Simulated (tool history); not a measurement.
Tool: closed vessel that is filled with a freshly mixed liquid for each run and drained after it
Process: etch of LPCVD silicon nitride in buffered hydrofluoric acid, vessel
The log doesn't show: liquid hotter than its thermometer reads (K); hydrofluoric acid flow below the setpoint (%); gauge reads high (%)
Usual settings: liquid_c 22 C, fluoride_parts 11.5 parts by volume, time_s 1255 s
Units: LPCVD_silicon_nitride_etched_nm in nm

run,day,liquid_c,fluoride_parts,time_s,wafers since the last listed run,hours since the thermometer was replaced,hours since the hydrofluoric acid flow meter was replaced,hours since the gauge calibration,"read-back film thickness of the LPCVD silicon nitride reference wafer, read on the same gauge (nm)",LPCVD_silicon_nitride_etched_nm
1,0,18,10,1255,0,1624,128.8,483.7,30,13.6
2,1.725,18,10,1255,2292,1665.4,170.2,525.1,29.99,13.69
3,3.638,18,10,1255,2541,1711.3,216.1,571,30,13.7
4,5.996,20,9,1255,3134,1767.9,272.7,627.6,30,16.44
5,8.017,20,9,1255,2685,1816.4,321.2,676.1,30,16.41
6,12,22,11.5,1255,5293,1912,416.8,771.7,30.01,15.06
7,14.712,22,11.5,1255,3604,1977.1,481.9,836.8,30,14.94
8,16.588,22,11.5,1255,2491,2022.1,526.9,881.8,30.01,15.15
9,19.3,22,11.5,1780,3604,2087.2,592,946.9,30,21.38
10,20.9,22,11.5,1780,2126,2125.6,630.4,985.3,29.99,21.24
11,23.004,22,11.5,1780,2796,2176.1,680.9,1035.8,30.01,21.38
12,25.854,22,11.5,1255,3787,2244.5,749.3,1104.2,30,15.04
13,28.571,22,11.5,1255,3610,2309.7,814.5,1169.4,29.97,14.97
14,32.775,22,11.5,1255,5587,2410.6,915.4,1270.3,29.99,15.02
# day 33.925: thermometer replaced
15,37.188,22,11.5,1255,5808,78.3,1021.3,1376.2,30,14.49
16,41.379,17.5,11.5,755,5570,178.9,1121.9,1476.8,30.03,6.85
17,45.396,24.5,14.5,1740,5338,275.3,1218.3,1573.2,30.02,18.28
# day 47.067: hydrofluoric acid flow meter replaced
18,49.779,22,11.5,1255,5770,380.5,65.1,1678.4,29.98,14.82
# day 50.604: gauge calibrated
19,51.542,22,11.5,1255,2342,422.8,107.4,22.5,30,14.54
20,55.758,22,11.5,1255,5603,524,208.6,123.7,30.01,14.64
21,59.746,23.5,14,880,5299,619.7,304.3,219.4,30.01,9.2
22,64.096,22,11.5,1255,5781,724.1,408.7,323.8,30,14.69
23,67.233,26.5,11.5,1995,4169,799.4,484,399.1,29.99,30.07
24,70.771,22,11.5,900,4701,884.3,568.9,484,30,10.61
25,74.054,20.5,9,830,4363,963.1,647.7,562.8,30,11.07
26,78.471,22,11.5,1255,5869,1069.1,753.7,668.8,30.01,14.92
27,82.733,22,9,1255,5664,1171.4,856,771.1,30.02,18.21
28,87.079,25.5,11.5,1255,5775,1275.7,960.3,875.4,30.01,17.87
29,89.508,19.5,9,1540,3228,1334,1018.6,933.7,30,19.48
30,91.746,27,12.5,645,2973,1387.7,1072.3,987.4,29.98,9.23
31,96.067,22,13.5,1255,5742,1491.4,1176,1091.1,29.97,12.78
# day 98.112: hydrofluoric acid flow meter replaced
32,98.446,24.5,9,1600,3106,1548.5,8,1148.2,30.03,26.85
33,100.771,20.5,16,1715,3089,1604.3,63.8,1204,30,13.59

3 ways to go on from here, each from the tool as it stands after run 33. What would each give?
A,100.812,22,11.5,1040,55,1605.3,64.8,1205,?,?
B,100.812,19.5,14,1530,55,1605.3,64.8,1205,?,?
C,100.812,26.5,11.5,1495,55,1605.3,64.8,1205,?,?

run,"read-back film thickness of the LPCVD silicon nitride reference wafer, read on the same gauge (nm)",LPCVD_silicon_nitride_etched_nm
A,30,12.49
B,30,13.19
C,30,22.91
Without the tool's hidden state the same runs would have given:
run,LPCVD_silicon_nitride_etched_nm
A,11.98
B,12.64
C,22

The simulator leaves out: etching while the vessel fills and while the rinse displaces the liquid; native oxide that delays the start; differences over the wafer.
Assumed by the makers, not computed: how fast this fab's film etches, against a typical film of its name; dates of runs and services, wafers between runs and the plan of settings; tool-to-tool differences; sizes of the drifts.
